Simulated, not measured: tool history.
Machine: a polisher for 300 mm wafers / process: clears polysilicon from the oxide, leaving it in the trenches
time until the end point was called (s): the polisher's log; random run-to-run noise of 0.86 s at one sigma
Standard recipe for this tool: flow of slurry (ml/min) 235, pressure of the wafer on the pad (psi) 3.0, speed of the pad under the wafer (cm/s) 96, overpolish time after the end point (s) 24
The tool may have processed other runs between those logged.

run,day,flow of slurry (ml/min),pressure of the wafer on the pad (psi),speed of the pad under the wafer (cm/s),overpolish time after the end point (s),"incoming thickness of the incoming film, nm",time until the end point was called (s)
1,0.000,235,3.0,96,24,658.3,50.5
2,2.512,235,3.0,96,24,659.0,50.8
# day 4.771: worn pad replaced by a new one
3,4.792,235,3.0,96,24,656.0,45.0
4,6.492,235,3.0,96,24,652.0,48.5
5,9.392,235,3.0,96,24,639.5,45.7
6,12.433,255,3.0,74,24,646.6,62.4
# day 13.267: head pressure recalibrated
# day 13.296: slurry nozzle cleaned
7,14.617,255,3.0,74,24,657.8,64.5
8,16.233,255,3.0,74,24,649.8,64.6
9,20.325,235,3.0,96,24,648.9,50.1
10,22.596,235,3.0,78,24,660.2,64.7
# day 26.179: worn pad replaced by a new one
11,26.633,235,3.0,78,24,655.6,55.6
12,30.683,235,3.0,78,24,651.2,56.9
13,34.908,235,3.0,96,24,641.2,46.6
14,38.379,235,3.0,96,24,650.7,50.8
15,42.371,265,3.0,96,24,659.2,49.0
# day 43.808: slurry nozzle cleaned
16,45.933,235,3.0,96,14,645.3,51.1
# day 46.321: worn pad replaced by a new one
17,50.558,180,3.0,118,17,652.5,38.8
18,52.704,165,3.0,96,24,642.7,47.1
19,55.088,295,3.0,96,24,641.1,49.7
20,58.408,235,3.0,114,24,651.5,41.3
21,60.271,235,3.4,96,24,660.2,45.5
22,63.700,210,2.1,96,12,646.7,66.2
# day 64.346: worn pad replaced by a new one
23,65.696,235,3.0,120,29,648.4,36.5
24,69.129,235,3.0,126,24,653.8,37.5
# day 73.400: head pressure recalibrated
25,77.000,235,3.0,96,24,660.2,51.8
# day 77.558: slurry nozzle cleaned
# day 81.279: worn pad replaced by a new one
26,81.467,235,3.0,128,29,651.2,34.0
27,84.104,235,3.0,126,24,654.3,34.6
28,87.142,195,4.0,74,34,639.2,48.2
29,90.867,195,2.2,114,20,638.5,52.1
30,93.825,235,3.0,96,24,654.9,49.8
31,97.004,235,3.0,120,24,650.8,40.0
32,99.229,235,3.0,108,24,648.0,44.2

Here are 5 independent what-if runs from the current tool condition. What would each one return?
A,99.246,235,3.0,84,24,643.7,?
B,99.246,265,3.4,96,31,643.7,?
C,99.246,275,4.0,68,28,643.7,?
D,99.246,255,3.0,114,24,643.7,?
E,99.246,275,3.0,96,24,643.7,?

run,time until the end point was called (s)
A,57.9
B,45.4
C,55.8
D,42.4
E,50.1
Take away the tool's hidden state, keep each run's random variation, and the runs would have read:
run,time until the end point was called (s)
A,50.8
B,39.8
C,48.9
D,37.2
E,43.9

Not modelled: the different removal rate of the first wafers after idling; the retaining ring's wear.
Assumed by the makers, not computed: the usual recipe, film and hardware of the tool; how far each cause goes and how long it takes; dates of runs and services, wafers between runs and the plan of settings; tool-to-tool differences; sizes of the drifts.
